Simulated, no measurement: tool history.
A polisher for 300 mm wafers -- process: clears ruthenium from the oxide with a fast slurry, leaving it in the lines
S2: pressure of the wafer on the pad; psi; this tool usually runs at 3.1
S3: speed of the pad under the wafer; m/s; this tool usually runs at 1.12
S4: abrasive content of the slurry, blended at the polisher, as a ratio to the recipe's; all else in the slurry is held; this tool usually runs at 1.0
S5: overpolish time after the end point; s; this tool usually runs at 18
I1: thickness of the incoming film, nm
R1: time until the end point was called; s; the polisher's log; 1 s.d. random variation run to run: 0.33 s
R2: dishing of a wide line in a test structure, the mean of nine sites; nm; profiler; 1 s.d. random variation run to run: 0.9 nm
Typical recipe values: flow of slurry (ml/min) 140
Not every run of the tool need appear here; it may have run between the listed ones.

Run 1, hour 0.0: usual settings; I1 188.0. Result: R1 38.4 s, R2 51.2 nm.
At hour 16.3: worn pad replaced by a new one.
Run 2, hour 16.7: usual settings; I1 188.2. Result: R1 37.7 s, R2 51.3 nm.
Run 3, hour 31.2: usual settings; I1 190.9. Result: R1 37.5 s, R2 50.6 nm.
Run 4, hour 39.7: usual settings; I1 193.2. Result: R1 38.6 s, R2 53.3 nm.
Run 5, hour 49.1: usual settings; I1 188.7. Result: R1 37.7 s, R2 50.7 nm.
Run 6, hour 66.9: usual settings; I1 188.5. Result: R1 38.1 s, R2 50.4 nm.
Run 7, hour 74.9: usual settings but flow of slurry (ml/min) 175; I1 186.7. Result: R1 35.5 s, R2 53.3 nm.
Run 8, hour 87.0: usual settings but S3 0.82 m/s; I1 189.8. Result: R1 52.6 s, R2 40.6 nm.
Run 9, hour 100.1: usual settings but S3 0.82 m/s; I1 190.6. Result: R1 53.2 s, R2 39.4 nm.
At hour 117.6: worn pad replaced by a new one.
Run 10, hour 118.1: usual settings but S3 0.82 m/s; I1 191.0. Result: R1 51.3 s, R2 43.0 nm.
At hour 120.2: slurry nozzle cleaned.
Run 11, hour 127.3: usual settings but S2 2.5 psi, S5 14 s; I1 189.8. Result: R1 45.3 s, R2 38.3 nm.
Run 12, hour 140.4: usual settings; I1 190.5. Result: R1 38.2 s, R2 52.1 nm.
Run 13, hour 146.4: usual settings; I1 187.6. Result: R1 37.5 s, R2 51.6 nm.
Run 14, hour 161.8: usual settings but S2 2.0 psi, S3 0.76 m/s, S5 27 s; I1 191.2. Result: R1 81.2 s, R2 40.9 nm.
Run 15, hour 170.5: usual settings but S3 1.48 m/s, S4 1.2, S5 7 s; I1 186.4. Result: R1 26.0 s, R2 33.3 nm.
Run 16, hour 181.9: usual settings but S2 2.7 psi, S3 0.94 m/s, S5 15 s; I1 190.8. Result: R1 51.8 s, R2 36.5 nm.
Run 17, hour 190.3: usual settings; I1 192.3. Result: R1 39.9 s, R2 50.8 nm.
At hour 200.6: worn pad replaced by a new one.
Run 18, hour 202.8: usual settings but S2 2.3 psi; I1 193.0. Result: R1 48.5 s, R2 43.9 nm.
At hour 207.2: slurry blender recalibrated.
At hour 218.2: head pressure recalibrated.
Run 19, hour 220.4: usual settings but flow of slurry (ml/min) 100, S2 4.1 psi, S5 14 s; I1 189.5. Result: R1 31.8 s, R2 48.2 nm.
Run 20, hour 236.4: usual settings but S2 4.0 psi, S5 14 s; I1 188.6. Result: R1 30.4 s, R2 51.5 nm.
Run 21, hour 248.0: usual settings; I1 189.4. Result: R1 37.7 s, R2 50.5 nm.
Run 22, hour 261.2: usual settings but S2 2.7 psi, S3 0.94 m/s, S5 15 s; I1 189.0. Result: R1 51.0 s, R2 38.0 nm.
Run 23, hour 269.2: usual settings but S3 0.82 m/s; I1 190.7. Result: R1 52.9 s, R2 41.9 nm.
At hour 290.0: worn pad replaced by a new one.
Run 24, hour 296.8: usual settings but S3 0.78 m/s, S5 25 s; I1 190.8. Result: R1 54.9 s, R2 49.8 nm.
Run 25, hour 304.4: usual settings but flow of slurry (ml/min) 90, S5 10 s; I1 190.6. Result: R1 42.0 s, R2 31.3 nm.

Run 26 comes next. What will it give?
Run 26, hour 319.8: usual settings but S2 3.8 psi, S3 1.46 m/s; I1 187.3. Result: R1 ?, R2 ?.

R1: 23.9 s
R2: 66.1 nm
Take away the tool's hidden state, keep the run-to-run variation as it was, and the same run would have given R1 23.6 s, R2 66.4 nm.
